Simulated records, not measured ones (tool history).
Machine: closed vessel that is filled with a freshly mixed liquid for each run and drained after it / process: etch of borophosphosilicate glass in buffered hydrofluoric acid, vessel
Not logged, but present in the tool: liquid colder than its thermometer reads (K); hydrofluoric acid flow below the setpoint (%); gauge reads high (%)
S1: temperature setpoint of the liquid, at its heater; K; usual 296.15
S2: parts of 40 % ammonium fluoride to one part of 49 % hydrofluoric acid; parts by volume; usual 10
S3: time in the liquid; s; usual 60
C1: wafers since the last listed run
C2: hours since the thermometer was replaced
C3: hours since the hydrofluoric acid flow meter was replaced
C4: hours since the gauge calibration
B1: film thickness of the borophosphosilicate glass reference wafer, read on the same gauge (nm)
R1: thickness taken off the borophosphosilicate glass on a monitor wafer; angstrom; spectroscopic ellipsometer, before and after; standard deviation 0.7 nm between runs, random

run 1 day=0 | S1=296.15 S2=10 S3=60 | C1=0 C2=2146.8 C3=816.5 C4=179 | B1=130.02 | R1=707.7
run 2 day=0.971 | S1=296.15 S2=10 S3=60 | C1=2957 C2=2170.1 C3=839.8 C4=202.3 | B1=130.01 | R1=708.5
run 3 day=2.408 | S1=296.15 S2=10 S3=60 | C1=4379 C2=2204.6 C3=874.3 C4=236.8 | B1=130.01 | R1=715.4
run 4 day=3.579 | S1=296.15 S2=10 S3=60 | C1=3566 C2=2232.7 C3=902.4 C4=264.9 | B1=129.99 | R1=711.8
run 5 day=4.117 | S1=296.15 S2=10 S3=60 | C1=1637 C2=2245.6 C3=915.3 C4=277.8 | B1=130 | R1=687.9
-- day=5.604 gauge calibrated
run 6 day=8.358 | S1=296.15 S2=10 S3=60 | C1=12921 C2=2347.4 C3=1017.1 C4=66.1 | B1=129.99 | R1=700.3
run 7 day=9.396 | S1=294.15 S2=10 S3=55 | C1=3160 C2=2372.3 C3=1042 C4=91 | B1=130.02 | R1=562.9
run 8 day=10.258 | S1=296.15 S2=10 S3=60 | C1=2627 C2=2393 C3=1062.7 C4=111.7 | B1=130.02 | R1=688.5
-- day=11.038 thermometer replaced
run 9 day=11.642 | S1=296.15 S2=10 S3=60 | C1=4087 C2=14.5 C3=1095.9 C4=144.9 | B1=130.02 | R1=691.2
run 10 day=14.983 | S1=296.15 S2=10 S3=60 | C1=10180 C2=94.7 C3=1176.1 C4=225.1 | B1=130 | R1=676.2
-- day=15.217 hydrofluoric acid flow meter replaced
run 11 day=16.288 | S1=291.65 S2=14 S3=75 | C1=3846 C2=126 C3=25.7 C4=256.4 | B1=129.95 | R1=539.6
run 12 day=17.742 | S1=294.15 S2=7 S3=80 | C1=4430 C2=160.9 C3=60.6 C4=291.3 | B1=130 | R1=1287.3
-- day=18.625 gauge calibrated
run 13 day=18.862 | S1=296.15 S2=10 S3=60 | C1=3414 C2=187.8 C3=87.5 C4=5.7 | B1=129.95 | R1=754.6
run 14 day=19.642 | S1=291.15 S2=10 S3=60 | C1=2373 C2=206.5 C3=106.2 C4=24.4 | B1=130 | R1=565.8
run 15 day=20.246 | S1=296.15 S2=11.5 S3=30 | C1=1840 C2=221 C3=120.7 C4=38.9 | B1=130 | R1=329.1
run 16 day=21.2 | S1=291.65 S2=14 S3=75 | C1=2906 C2=243.9 C3=143.6 C4=61.8 | B1=129.97 | R1=539.3
run 17 day=22.25 | S1=301.15 S2=13.5 S3=85 | C1=3198 C2=269.1 C3=168.8 C4=87 | B1=130 | R1=1048.3

The next listed run, before its measurement:
run 18 day=23.112 | S1=296.15 S2=10 S3=60 | C1=2627 C2=289.8 C3=189.5 C4=107.7 | B1=? | R1=?

Run 18 produced B1 129.99, R1 742.6 angstrom.
If the tool had no hidden condition, the same run with the same run-to-run variation would have returned R1 757.9 angstrom.
